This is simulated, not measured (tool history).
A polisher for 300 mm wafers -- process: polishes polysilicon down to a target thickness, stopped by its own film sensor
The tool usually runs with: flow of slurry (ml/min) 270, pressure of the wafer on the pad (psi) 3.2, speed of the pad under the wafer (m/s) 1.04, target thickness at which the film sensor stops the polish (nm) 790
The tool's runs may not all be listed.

run	hour	flow of slurry (ml/min)	pressure of the wafer on the pad (psi)	speed of the pad under the wafer (m/s)	target thickness at which the film sensor stops the polish (nm)	incoming thickness of the incoming film, nm	time until the film sensor stopped the polish (s)
1	0.0	205	3.2	1.04	927	1477.9	77.1
2	29.6	205	3.2	1.04	927	1457.1	74.3
3	45.5	270	3.2	1.04	790	1507.2	95.9
4	82.0	270	3.2	1.04	790	1487.0	93.2
5	99.6	270	3.2	1.04	790	1513.4	95.7
6	128.4	340	3.2	1.04	790	1513.5	96.0
# hour 204.3: worn pad replaced by a new one
7	214.0	270	3.2	1.04	790	1479.2	91.2
8	248.1	270	3.2	1.04	790	1512.2	94.0
9	264.0	270	3.8	1.04	790	1490.2	81.8
10	294.3	345	3.2	1.04	790	1494.1	92.8
11	325.6	270	3.4	1.04	790	1481.1	84.9
12	352.2	270	3.2	1.04	790	1487.8	91.6
13	378.5	270	3.2	1.04	790	1487.4	93.0
# hour 402.6: slurry nozzle cleaned
14	409.4	270	3.2	1.04	790	1486.3	95.1
15	433.3	200	3.6	1.32	688	1491.3	82.5
16	452.5	350	3.2	1.04	790	1507.2	93.7
17	484.0	270	3.5	1.04	889	1462.9	70.1
# hour 490.8: head pressure recalibrated
# hour 497.9: worn pad replaced by a new one
18	514.2	350	2.5	1.04	790	1498.4	118.6
19	539.5	340	3.2	1.04	790	1487.6	93.1
20	561.7	205	3.7	0.86	790	1485.7	97.2
21	579.5	270	3.2	1.20	790	1497.2	84.2
22	597.5	195	2.4	1.26	790	1496.1	114.3
23	614.2	210	3.2	1.28	562	1494.8	111.7
24	646.2	270	3.2	1.04	790	1485.7	94.9
25	661.4	270	2.2	1.04	714	1492.0	150.9
26	676.5	330	2.2	1.26	727	1496.3	127.1
27	707.4	270	4.0	1.04	790	1497.3	74.9
28	729.2	200	3.2	1.04	790	1482.7	97.0
# hour 758.1: worn pad replaced by a new one
29	835.9	190	3.2	1.04	790	1500.5	98.8
30	869.2	270	3.2	1.04	790	1518.0	98.8
31	902.5	270	3.8	1.04	987	1515.0	60.3
32	935.1	215	2.8	1.36	592	1497.8	113.2
33	969.8	270	4.3	1.04	790	1522.8	73.7
# hour 977.4: worn pad replaced by a new one
34	996.3	185	3.2	1.04	790	1498.6	102.0
# hour 1002.5: slurry nozzle cleaned
35	1011.2	340	2.2	1.04	790	1475.4	128.2
36	1038.6	210	3.2	1.04	1007	1497.7	65.5

Each row is a separate what-if for the run after 36, all from the same tool condition, not one after another. Results?
A	1039.1	270	3.2	1.04	790	1486.3	?
B	1039.1	320	3.2	1.04	790	1486.3	?
C	1039.1	215	2.6	1.04	864	1486.3	?
D	1039.1	330	3.2	0.92	790	1486.3	?
E	1039.1	230	2.8	0.76	696	1486.3	?

run	time until the film sensor stopped the polish (s)
A	94.0
B	92.5
C	106.5
D	101.2
E	157.1
What these runs would have given with no unlogged condition in the tool:
run	time until the film sensor stopped the polish (s)
A	94.0
B	92.5
C	106.5
D	101.2
E	157.1

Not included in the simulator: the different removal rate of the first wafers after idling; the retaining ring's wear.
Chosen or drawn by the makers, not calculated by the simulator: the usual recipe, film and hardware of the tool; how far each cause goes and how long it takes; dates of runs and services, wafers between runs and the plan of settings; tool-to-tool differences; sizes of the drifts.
